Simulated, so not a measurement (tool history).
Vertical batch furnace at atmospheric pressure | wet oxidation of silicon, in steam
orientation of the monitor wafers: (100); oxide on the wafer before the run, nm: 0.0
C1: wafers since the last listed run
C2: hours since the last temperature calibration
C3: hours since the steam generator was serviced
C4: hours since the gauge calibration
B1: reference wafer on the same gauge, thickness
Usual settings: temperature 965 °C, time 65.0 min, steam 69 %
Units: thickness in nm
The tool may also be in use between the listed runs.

Run 1, hour 0.0: usual settings; C1 0; C2 4071.8; C3 2559.9; C4 759.8; B1 243.16. Result: thickness 245.14 nm.
Run 2, hour 56.9: usual settings but time 39.0 min; C1 610; C2 4128.7; C3 2616.8; C4 816.7; B1 242.89. Result: thickness 161.36 nm.
Run 3, hour 129.4: usual settings; C1 777; C2 4201.2; C3 2689.3; C4 889.2; B1 243.04. Result: thickness 243.54 nm.
Run 4, hour 189.8: usual settings; C1 647; C2 4261.6; C3 2749.7; C4 949.6; B1 242.70. Result: thickness 242.93 nm.
Run 5, hour 234.9: usual settings but temperature 971 °C, time 46.5 min; C1 483; C2 4306.7; C3 2794.8; C4 994.7; B1 242.94. Result: thickness 197.10 nm.
Run 6, hour 313.7: usual settings but temperature 971 °C, time 46.5 min; C1 845; C2 4385.5; C3 2873.6; C4 1073.5; B1 243.01. Result: thickness 198.91 nm.
Run 7, hour 352.3: usual settings but temperature 971 °C, time 46.5 min; C1 414; C2 4424.1; C3 2912.2; C4 1112.1; B1 242.83. Result: thickness 200.06 nm.
At hour 406.1: steam generator serviced.
Run 8, hour 419.6: usual settings; C1 464; C2 4491.4; C3 13.5; C4 1179.4; B1 242.92. Result: thickness 234.90 nm.
Run 9, hour 467.8: usual settings but time 51.5 min; C1 516; C2 4539.6; C3 61.7; C4 1227.6; B1 243.33. Result: thickness 192.96 nm.
Run 10, hour 563.4: usual settings but temperature 943 °C, time 55.0 min; C1 1025; C2 4635.2; C3 157.3; C4 1323.2; B1 242.89. Result: thickness 160.98 nm.
At hour 595.6: steam generator serviced, repeated, since the last time left the tool worse.
Run 11, hour 632.6: usual settings but time 82.0 min, steam 76 %; C1 484; C2 4704.4; C3 37.0; C4 1392.4; B1 243.15. Result: thickness 328.19 nm.
Run 12, hour 684.6: usual settings but time 43.5 min, steam 59 %; C1 557; C2 4756.4; C3 89.0; C4 1444.4; B1 243.20. Result: thickness 159.99 nm.
Run 13, hour 741.0: usual settings but temperature 958 °C, time 97.0 min, steam 62 %; C1 604; C2 4812.8; C3 145.4; C4 1500.8; B1 242.96. Result: thickness 299.29 nm.
At hour 786.9: gauge calibrated.
Run 14, hour 789.9: usual settings; C1 524; C2 4861.7; C3 194.3; C4 3.0; B1 242.55. Result: thickness 253.86 nm.
At hour 882.5: thermocouples replaced and temperature profile calibrated.
Run 15, hour 883.0: usual settings but temperature 988 °C, time 80.0 min, steam 73 %; C1 741; C2 0.5; C3 287.4; C4 96.1; B1 243.06. Result: thickness 370.79 nm.
Run 16, hour 984.0: usual settings; C1 1083; C2 101.5; C3 388.4; C4 197.1; B1 242.80. Result: thickness 249.76 nm.
Run 17, hour 1065.5: usual settings but temperature 979 °C, time 53.0 min, steam 62 %; C1 874; C2 183.0; C3 469.9; C4 278.6; B1 243.31. Result: thickness 226.04 nm.
Run 18, hour 1105.1: usual settings but time 75.5 min; C1 424; C2 222.6; C3 509.5; C4 318.2; B1 242.91. Result: thickness 281.39 nm.
Run 19, hour 1211.8: usual settings; C1 1144; C2 329.3; C3 616.2; C4 424.9; B1 243.06. Result: thickness 251.23 nm.

Some steps in thickness between neighbouring runs. How much of each would the tool show without its hidden state too (settings, what came in, random variation), and how much is left for the hidden state, with any gauge scatter that isn't in both results?
The hidden state here: true tube temperature minus thermocouple reading, K; steam share off its setpoint, % of the setpoint; gauge reads high (%).
Run 10 -> 11: temperature 943 -> 965, time 55.0 -> 82.0, steam 69 -> 76, steam generator serviced, repeated, since the last time left the tool worse. thickness +167.21 nm: hidden state +13.79, all else +153.42.
Run 11 -> 12: time 82.0 -> 43.5, steam 76 -> 59. thickness -168.20 nm: hidden state +0.74, all else -168.94.

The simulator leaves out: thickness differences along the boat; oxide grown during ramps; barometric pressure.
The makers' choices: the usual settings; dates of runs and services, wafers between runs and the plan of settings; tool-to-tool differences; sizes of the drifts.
